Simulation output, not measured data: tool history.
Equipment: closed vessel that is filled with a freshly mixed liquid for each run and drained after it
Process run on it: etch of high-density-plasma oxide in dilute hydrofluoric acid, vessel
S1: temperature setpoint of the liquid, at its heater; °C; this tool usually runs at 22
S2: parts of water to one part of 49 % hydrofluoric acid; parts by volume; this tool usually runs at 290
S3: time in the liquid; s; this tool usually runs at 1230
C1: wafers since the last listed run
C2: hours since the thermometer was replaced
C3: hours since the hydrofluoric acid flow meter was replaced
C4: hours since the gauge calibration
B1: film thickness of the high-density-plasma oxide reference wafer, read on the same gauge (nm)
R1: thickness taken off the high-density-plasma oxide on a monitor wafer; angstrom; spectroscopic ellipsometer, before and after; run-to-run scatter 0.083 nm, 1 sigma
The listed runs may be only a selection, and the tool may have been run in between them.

| run | day | S1 | S2 | S3 | C1 | C2 | C3 | C4 | B1 | R1 |
|---|---|---|---|---|---|---|---|---|---|---|
| 1 | 0 | 22 | 290 | 1690 | 0 | 1424.4 | 1417.5 | 20.3 | 39.97 | 236.8 |
| 2 | 0.65 | 22 | 290 | 1690 | 1073 | 1440 | 1433.1 | 35.9 | 39.97 | 236.8 |
| 3 | 1.404 | 22 | 290 | 1690 | 1246 | 1458.1 | 1451.2 | 54 | 39.98 | 235.9 |
| 4 | 2.508 | 22 | 290 | 1230 | 1824 | 1484.6 | 1477.7 | 80.5 | 40.02 | 174.6 |
| 5 | 3.6 | 22 | 290 | 1230 | 1803 | 1510.8 | 1503.9 | 106.7 | 40.03 | 173.5 |
| 6 | 4.171 | 22 | 290 | 1230 | 943 | 1524.5 | 1517.6 | 120.4 | 39.99 | 172 |
| 7 | 5.375 | 22 | 290 | 1230 | 1989 | 1553.4 | 1546.5 | 149.3 | 39.97 | 173.4 |
|  | 5.783 | hydrofluoric acid flow meter replaced |
| 8 | 5.95 | 22 | 290 | 1230 | 881 | 1567.2 | 4 | 163.1 | 40.01 | 152.3 |
| 9 | 6.542 | 22 | 245 | 1230 | 977 | 1581.4 | 18.2 | 177.3 | 40 | 190 |
| 10 | 7.096 | 22 | 290 | 1230 | 915 | 1594.7 | 31.5 | 190.6 | 40.01 | 152.8 |
|  | 7.988 | gauge calibrated |
| 11 | 8.279 | 20 | 290 | 1230 | 1955 | 1623.1 | 59.9 | 7 | 40.05 | 142.7 |
| 12 | 9.533 | 17.5 | 400 | 1230 | 2072 | 1653.2 | 90 | 37.1 | 40.02 | 86 |
| 13 | 10.096 | 24 | 360 | 1760 | 929 | 1666.7 | 103.5 | 50.6 | 39.98 | 179.4 |
|  | 10.625 | thermometer replaced |
| 14 | 10.646 | 22 | 290 | 1230 | 839 | 0.5 | 116.7 | 63.8 | 39.97 | 169.7 |
| 15 | 11.962 | 20.5 | 290 | 1230 | 2175 | 32.1 | 148.3 | 95.4 | 40.03 | 160.1 |
| 16 | 12.692 | 27 | 190 | 840 | 1204 | 49.6 | 165.8 | 112.9 | 39.97 | 236.2 |
| 17 | 16.612 | 27 | 290 | 1230 | 6478 | 143.7 | 259.9 | 207 | 40.05 | 203.5 |
|  | 17.162 | gauge calibrated |
| 18 | 17.304 | 22 | 290 | 1230 | 1142 | 160.3 | 276.5 | 3.4 | 39.97 | 170.4 |

Alternative continuations, all from the tool just after run 18; predict every row:
| A | 17.346 | 22 | 290 | 1230 | 68 | 161.3 | 277.5 | 4.4 | ? | ? |
| B | 17.346 | 17 | 375 | 610 | 68 | 161.3 | 277.5 | 4.4 | ? | ? |
| C | 17.346 | 22 | 405 | 1415 | 68 | 161.3 | 277.5 | 4.4 | ? | ? |
| D | 17.346 | 22 | 175 | 1230 | 68 | 161.3 | 277.5 | 4.4 | ? | ? |
| E | 17.346 | 19.5 | 410 | 740 | 68 | 161.3 | 277.5 | 4.4 | ? | ? |

| run | B1 | R1 |
|---|---|---|
| A | 40.05 | 171.1 |
| B | 40.05 | 50.9 |
| C | 40.05 | 127.5 |
| D | 40.05 | 316.8 |
| E | 40.05 | 60.2 |
The same runs, with their run-to-run variation unchanged, on a tool lacking any hidden condition would have given:
| run | R1 |
|---|---|
| A | 166.5 |
| B | 49.5 |
| C | 123.7 |
| D | 309.4 |
| E | 58.4 |
